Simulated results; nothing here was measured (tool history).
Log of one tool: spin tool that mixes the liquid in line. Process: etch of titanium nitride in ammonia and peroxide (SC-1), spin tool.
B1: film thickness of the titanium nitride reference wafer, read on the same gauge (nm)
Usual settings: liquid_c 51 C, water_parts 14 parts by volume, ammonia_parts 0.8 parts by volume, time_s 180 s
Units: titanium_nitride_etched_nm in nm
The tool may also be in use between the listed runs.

run 1 day=0 | liquid_c=51 water_parts=14 ammonia_parts=0.8 time_s=180 | B1=60.03 | titanium_nitride_etched_nm=8.69
run 2 day=3.446 | liquid_c=53.5 water_parts=14 ammonia_parts=0.8 time_s=180 | B1=59.98 | titanium_nitride_etched_nm=10.17
run 3 day=5.488 | liquid_c=53.5 water_parts=14 ammonia_parts=0.8 time_s=180 | B1=59.98 | titanium_nitride_etched_nm=10.22
run 4 day=7.017 | liquid_c=53.5 water_parts=14 ammonia_parts=0.8 time_s=180 | B1=59.98 | titanium_nitride_etched_nm=10.22
run 5 day=10.104 | liquid_c=51 water_parts=14 ammonia_parts=0.8 time_s=180 | B1=60 | titanium_nitride_etched_nm=8.69
run 6 day=13.667 | liquid_c=51 water_parts=14 ammonia_parts=0.8 time_s=180 | B1=60 | titanium_nitride_etched_nm=8.6
run 7 day=16.433 | liquid_c=51 water_parts=14 ammonia_parts=0.8 time_s=180 | B1=59.98 | titanium_nitride_etched_nm=8.67
-- day=16.6 new drum of ammonia solution connected
run 8 day=20.621 | liquid_c=51 water_parts=14 ammonia_parts=0.8 time_s=180 | B1=60 | titanium_nitride_etched_nm=8.54
-- day=21.542 thermometer replaced
run 9 day=22.629 | liquid_c=58.5 water_parts=14 ammonia_parts=0.8 time_s=180 | B1=60.01 | titanium_nitride_etched_nm=14.42
run 10 day=26.95 | liquid_c=51 water_parts=14 ammonia_parts=0.8 time_s=230 | B1=60.01 | titanium_nitride_etched_nm=11.09
-- day=27.738 ammonia flow meter replaced
-- day=28.654 heated supply line repaired
run 11 day=30.642 | liquid_c=51 water_parts=14 ammonia_parts=0.8 time_s=180 | B1=59.99 | titanium_nitride_etched_nm=8.59
run 12 day=32.917 | liquid_c=51 water_parts=14 ammonia_parts=0.8 time_s=285 | B1=60.01 | titanium_nitride_etched_nm=13.64
-- day=34.796 new drum of ammonia solution connected
run 13 day=36.879 | liquid_c=51 water_parts=14 ammonia_parts=0.8 time_s=130 | B1=60 | titanium_nitride_etched_nm=6.22
run 14 day=41.183 | liquid_c=51 water_parts=14 ammonia_parts=0.8 time_s=75 | B1=60.02 | titanium_nitride_etched_nm=3.58
run 15 day=45.55 | liquid_c=51 water_parts=14 ammonia_parts=0.8 time_s=180 | B1=60.02 | titanium_nitride_etched_nm=8.68
run 16 day=48.733 | liquid_c=47.5 water_parts=16 ammonia_parts=1.2 time_s=180 | B1=60.02 | titanium_nitride_etched_nm=6.78
-- day=48.846 gauge calibrated
run 17 day=50.325 | liquid_c=51 water_parts=7.5 ammonia_parts=1 time_s=180 | B1=60.01 | titanium_nitride_etched_nm=12.33
run 18 day=52.317 | liquid_c=51 water_parts=14 ammonia_parts=0.8 time_s=130 | B1=60 | titanium_nitride_etched_nm=6.22
-- day=53.342 new drum of ammonia solution connected
run 19 day=56.45 | liquid_c=59.5 water_parts=18 ammonia_parts=0.9 time_s=180 | B1=60.02 | titanium_nitride_etched_nm=13.77
run 20 day=60.946 | liquid_c=43.5 water_parts=9.5 ammonia_parts=0.8 time_s=180 | B1=59.98 | titanium_nitride_etched_nm=6.15
run 21 day=63.246 | liquid_c=55.5 water_parts=9.5 ammonia_parts=0.8 time_s=95 | B1=60.03 | titanium_nitride_etched_nm=7.57
run 22 day=67.579 | liquid_c=51 water_parts=14 ammonia_parts=0.4 time_s=270 | B1=60.03 | titanium_nitride_etched_nm=11.51
run 23 day=70.354 | liquid_c=51 water_parts=14 ammonia_parts=0.6 time_s=180 | B1=60 | titanium_nitride_etched_nm=8.33

5 ways to go on from here, each from the tool as it stands after run 23. What would each give?
run A day=70.375 | liquid_c=51 water_parts=14 ammonia_parts=0.8 time_s=180 | B1=? | titanium_nitride_etched_nm=?
run B day=70.375 | liquid_c=51 water_parts=14 ammonia_parts=0.8 time_s=145 | B1=? | titanium_nitride_etched_nm=?
run C day=70.375 | liquid_c=51 water_parts=10 ammonia_parts=0.8 time_s=265 | B1=? | titanium_nitride_etched_nm=?
run D day=70.375 | liquid_c=51 water_parts=14 ammonia_parts=0.5 time_s=180 | B1=? | titanium_nitride_etched_nm=?
run E day=70.375 | liquid_c=51 water_parts=12 ammonia_parts=0.8 time_s=180 | B1=? | titanium_nitride_etched_nm=?

run=A B1=60 titanium_nitride_etched_nm=8.54
run=B B1=60 titanium_nitride_etched_nm=6.88
run=C B1=60 titanium_nitride_etched_nm=14.98
run=D B1=60 titanium_nitride_etched_nm=7.87
run=E B1=60 titanium_nitride_etched_nm=9.27
Without the tool's hidden state the same runs would have given:
run=A titanium_nitride_etched_nm=8.54
run=B titanium_nitride_etched_nm=6.88
run=C titanium_nitride_etched_nm=14.98
run=D titanium_nitride_etched_nm=7.87
run=E titanium_nitride_etched_nm=9.27
